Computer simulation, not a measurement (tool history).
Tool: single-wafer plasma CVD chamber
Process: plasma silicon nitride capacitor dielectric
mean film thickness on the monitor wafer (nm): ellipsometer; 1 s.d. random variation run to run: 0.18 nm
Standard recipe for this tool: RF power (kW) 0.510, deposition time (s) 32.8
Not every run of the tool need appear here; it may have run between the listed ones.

run     day  RF power (kW)  deposition time (s)  wafers since the last listed run  hours since the last RF generator calibration  hours since the showerhead was replaced  hours since the gauge calibration  read-back reference wafer on the same gauge, thickness_nm  mean film thickness on the monitor wafer (nm)
  1   0.000          0.510                 32.8                                 0                                         1334.0                                   2436.8                              895.3                                                     60.414                                         53.648
  2   2.062          0.510                 32.8                              1147                                         1383.5                                   2486.3                              944.8                                                     60.403                                         53.049
  3   3.146          0.510                 32.8                               602                                         1409.5                                   2512.3                              970.8                                                     60.483                                         53.389
  4   4.146          0.510                 32.8                               556                                         1433.5                                   2536.3                              994.8                                                     60.443                                         53.264
  5   6.267          0.450                 29.7                              1179                                         1484.4                                   2587.2                             1045.7                                                     60.452                                         46.771
  6   8.833          0.455                 32.8                              1427                                         1546.0                                   2648.8                             1107.3                                                     60.359                                         51.661
  7   9.938          0.455                 32.8                               614                                         1572.5                                   2675.3                             1133.8                                                     60.364                                         51.874
  8  12.646          0.510                 37.9                              1506                                         1637.5                                   2740.3                             1198.8                                                     60.403                                         61.407
  9  14.671          0.510                 37.9                              1126                                         1686.1                                   2788.9                             1247.4                                                     60.375                                         61.464
 10  17.108          0.510                 37.9                              1356                                         1744.6                                   2847.4                             1305.9                                                     60.393                                         61.700
 11  19.871          0.510                 32.8                              1536                                         1810.9                                   2913.7                             1372.2                                                     60.428                                         53.369
 12  21.354          0.510                 32.8                               825                                         1846.5                                   2949.3                             1407.8                                                     60.353                                         53.121
     24.125  -- gauge calibrated
 13  29.279          0.510                 30.5                              4408                                         2036.7                                   3139.5                              123.7                                                     60.381                                         49.099
 14  31.217          0.510                 30.5                              1077                                         2083.2                                   3186.0                              170.2                                                     60.439                                         49.397
 15  33.904          0.510                 30.5                              1495                                         2147.7                                   3250.5                              234.7                                                     60.426                                         49.340
 16  35.912          0.480                 29.3                              1117                                         2195.9                                   3298.7                              282.9                                                     60.396                                         46.823
 17  37.817          0.480                 29.3                              1059                                         2241.6                                   3344.4                              328.6                                                     60.406                                         46.997
 18  40.192          0.480                 29.3                              1321                                         2298.6                                   3401.4                              385.6                                                     60.413                                         46.734
 19  41.967          0.510                 29.8                               987                                         2341.2                                   3444.0                              428.2                                                     60.397                                         48.518
 20  43.483          0.510                 29.8                               843                                         2377.6                                   3480.4                              464.6                                                     60.426                                         48.275
 21  44.583          0.510                 29.8                               611                                         2404.0                                   3506.8                              491.0                                                     60.403                                         48.465
 22  46.588          0.510                 32.8                              1114                                         2452.1                                   3554.9                              539.1                                                     60.403                                         53.361
 23  48.304          0.480                 29.3                               955                                         2493.3                                   3596.1                              580.3                                                     60.421                                         47.232
 24  49.550          0.605                 30.3                               693                                         2523.2                                   3626.0                              610.2                                                     60.403                                         51.260
 25  52.275          0.610                 31.1                              1515                                         2588.6                                   3691.4                              675.6                                                     60.380                                         52.445
     55.325  -- RF generator calibrated
     55.662  -- showerhead replaced
 26  55.683          0.445                 29.4                              1525                                            8.6                                      0.5                              757.4                                                     60.392                                         45.584
 27  58.008          0.595                 26.3                              1293                                           64.4                                     56.3                              813.2                                                     60.395                                         43.547
 28  60.942          0.545                 38.1                              1631                                          134.8                                    126.7                              883.6                                                     60.414                                         62.312
 29  63.150          0.575                 36.3                              1228                                          187.8                                    179.7                              936.6                                                     60.443                                         59.568
 30  65.338          0.410                 27.4                              1216                                          240.3                                    232.2                              989.1                                                     60.411                                         41.984
 31  66.892          0.410                 27.9                               864                                          277.6                                    269.5                             1026.4                                                     60.415                                         42.780
 32  68.617          0.565                 38.2                               959                                          319.0                                    310.9                             1067.8                                                     60.401                                         62.763
     70.562  -- RF generator calibrated, repeated, since the last time left the tool worse
 33  76.300          0.510                 32.8                              4088                                          137.7                                    495.3                             1252.2                                                     60.414                                         53.652
 34  78.146          0.610                 32.8                              1026                                          182.0                                    539.6                             1296.5                                                     60.453                                         55.575
     79.267  -- gauge calibrated
 35  80.812          0.510                 32.8                              1483                                          246.0                                    603.6                               37.1                                                     60.431                                         53.339
 36  82.804          0.470                 32.8                              1108                                          293.8                                    651.4                               84.9                                                     60.356                                         52.516
 37  85.575          0.510                 32.8                              1541                                          360.3                                    717.9                              151.4                                                     60.345                                         53.804
 38  87.192          0.585                 30.7                               899                                          399.1                                    756.7                              190.2                                                     60.395                                         51.310
 39  89.217          0.595                 39.1                              1126                                          447.7                                    805.3                              238.8                                                     60.401                                         65.829
 40  92.050          0.510                 32.8                              1576                                          515.7                                    873.3                              306.8                                                     60.435                                         53.298
 41  94.612          0.510                 32.8                              1425                                          577.2                                    934.8                              368.3                                                     60.446                                         53.327
 42  97.029          0.550                 36.1                              1344                                          635.2                                    992.8                              426.3                                                     60.370                                         59.548
 43  99.638          0.510                 32.8                              1451                                          697.8                                   1055.4                              488.9                                                     60.418                                         53.088

Alternative continuations, all from the tool just after run 43; predict every row:
  A  99.654          0.510                 32.8                                 9                                          698.2                                   1055.8                              489.3                                                          ?                                              ?
  B  99.654          0.465                 29.7                                 9                                          698.2                                   1055.8                              489.3                                                          ?                                              ?
  C  99.654          0.550                 36.2                                 9                                          698.2                                   1055.8                              489.3                                                          ?                                              ?
  D  99.654          0.590                 35.9                                 9                                          698.2                                   1055.8                              489.3                                                          ?                                              ?
  E  99.654          0.510                 26.3                                 9                                          698.2                                   1055.8                              489.3                                                          ?                                              ?

run  read-back reference wafer on the same gauge, thickness_nm  mean film thickness on the monitor wafer (nm)
  A                                                     60.373                                         53.847
  B                                                     60.373                                         47.843
  C                                                     60.373                                         60.380
  D                                                     60.373                                         60.790
  E                                                     60.373                                         43.176
What these runs would have given with no unlogged condition in the tool:
run  mean film thickness on the monitor wafer (nm)
  A                                         54.176
  B                                         48.136
  C                                         60.749
  D                                         61.162
  E                                         43.440

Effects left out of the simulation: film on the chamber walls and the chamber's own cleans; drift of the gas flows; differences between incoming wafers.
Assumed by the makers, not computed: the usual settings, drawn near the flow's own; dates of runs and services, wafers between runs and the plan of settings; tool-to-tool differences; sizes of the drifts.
